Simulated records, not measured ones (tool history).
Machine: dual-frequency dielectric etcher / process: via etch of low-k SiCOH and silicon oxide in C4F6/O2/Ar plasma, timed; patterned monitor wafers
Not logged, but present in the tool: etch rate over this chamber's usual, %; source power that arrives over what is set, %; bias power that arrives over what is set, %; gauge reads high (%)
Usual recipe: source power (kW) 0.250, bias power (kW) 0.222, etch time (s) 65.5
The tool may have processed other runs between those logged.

run    hour  source power (kW)  bias power (kW)  etch time (s)  wafers since the last listed run  hours since the last wet clean  hours since the last source power generator calibration  hours since the last bias power generator calibration  hours since the last upper electrode change  hours since the gauge calibration  read-back reference wafer on the same gauge, depth_nm  mean etch depth across the wafer (nm)
  1     0.0              0.230            0.222           65.5                                 0                           287.7                                                   3147.5                                                 2988.6                                       1522.8                              447.4                                                  179.2                                  153.1
  2    31.8              0.230            0.222           65.5                               513                           319.5                                                   3179.3                                                 3020.4                                       1554.6                              479.2                                                  179.1                                  153.0
  3    90.7              0.230            0.222           65.5                               950                           378.4                                                   3238.2                                                 3079.3                                       1613.5                              538.1                                                  178.9                                  151.6
      299.0  -- wet clean of the chamber
  4   299.5              0.250            0.222           75.5                              2981                             0.5                                                   3447.0                                                 3288.1                                       1822.3                              746.9                                                  178.4                                  180.9
  5   332.0              0.250            0.222           75.5                               524                            33.0                                                   3479.5                                                 3320.6                                       1854.8                              779.4                                                  178.3                                  181.7
  6   396.2              0.280            0.222           65.5                              1035                            97.2                                                   3543.7                                                 3384.8                                       1919.0                              843.6                                                  178.1                                  164.0
      414.4  -- source power generator calibrated
      541.5  -- gauge calibrated
      544.9  -- bias power generator calibrated
      589.9  -- upper electrode replaced
  7   590.4              0.250            0.250           65.5                              2616                           291.4                                                    176.0                                                   45.5                                          0.5                               48.9                                                  179.9                                  166.5
  8   608.8              0.250            0.250           65.5                               296                           309.8                                                    194.4                                                   63.9                                         18.9                               67.3                                                  179.8                                  166.7
  9   652.1              0.250            0.250           65.5                               698                           353.1                                                    237.7                                                  107.2                                         62.2                              110.6                                                  179.8                                  165.4
 10   700.7              0.250            0.222           65.5                               784                           401.7                                                    286.3                                                  155.8                                        110.8                              159.2                                                  179.6                                  157.9
 11   732.9              0.250            0.222           65.5                               519                           433.9                                                    318.5                                                  188.0                                        143.0                              191.4                                                  179.5                                  157.8
 12   788.8              0.250            0.191           65.5                               901                           489.8                                                    374.4                                                  243.9                                        198.9                              247.3                                                  179.5                                  148.8
 13   832.2              0.270            0.198           65.5                               700                           533.2                                                    417.8                                                  287.3                                        242.3                              290.7                                                  179.2                                  155.7
 14   857.9              0.250            0.222           65.5                               414                           558.9                                                    443.5                                                  313.0                                        268.0                              316.4                                                  179.3                                  157.7
 15   923.3              0.250            0.222           65.5                              1055                           624.3                                                    508.9                                                  378.4                                        333.4                              381.8                                                  179.0                                  157.7
      978.1  -- wet clean of the chamber
 16   986.0              0.250            0.222           65.5                               624                             7.9                                                    571.6                                                  441.1                                        396.1                              444.5                                                  178.9                                  157.2
 17  1032.5              0.250            0.247           65.5                               750                            54.4                                                    618.1                                                  487.6                                        442.6                              491.0                                                  178.9                                  164.7
 18  1074.2              0.230            0.274           65.5                               672                            96.1                                                    659.8                                                  529.3                                        484.3                              532.7                                                  178.7                                  165.3
 19  1116.7              0.250            0.222           65.5                               685                           138.6                                                    702.3                                                  571.8                                        526.8                              575.2                                                  178.6                                  157.3
 20  1165.5              0.210            0.247           50.5                               787                           187.4                                                    751.1                                                  620.6                                        575.6                              624.0                                                  178.5                                  118.2
 21  1213.0              0.250            0.222           83.5                               766                           234.9                                                    798.6                                                  668.1                                        623.1                              671.5                                                  178.3                                  199.8
 22  1265.7              0.290            0.184           80.5                               850                           287.6                                                    851.3                                                  720.8                                        675.8                              724.2                                                  178.2                                  190.4

Selected run-to-run steps in mean etch depth across the wafer (nm), each split into two signed amounts: the part the tool would show with no hidden state at all (from settings, incoming material and random variation), and the remainder, which goes to the hidden state together with any gauge scatter not common to the measured and the hidden-state-free results:
Run 6 -> 7: source power (kW) 0.280 -> 0.250, bias power (kW) 0.222 -> 0.250, source power generator calibrated, gauge calibrated, bias power generator calibrated, upper electrode replaced. mean etch depth across the wafer (nm) +2.5: hidden state +1.7, all else +0.8.
Run 19 -> 20: source power (kW) 0.250 -> 0.210, bias power (kW) 0.222 -> 0.247, etch time (s) 65.5 -> 50.5. mean etch depth across the wafer (nm) -39.1: hidden state +0.3, all else -39.4.
Run 20 -> 21: source power (kW) 0.210 -> 0.250, bias power (kW) 0.247 -> 0.222, etch time (s) 50.5 -> 83.5. mean etch depth across the wafer (nm) +81.6: hidden state -0.9, all else +82.5.
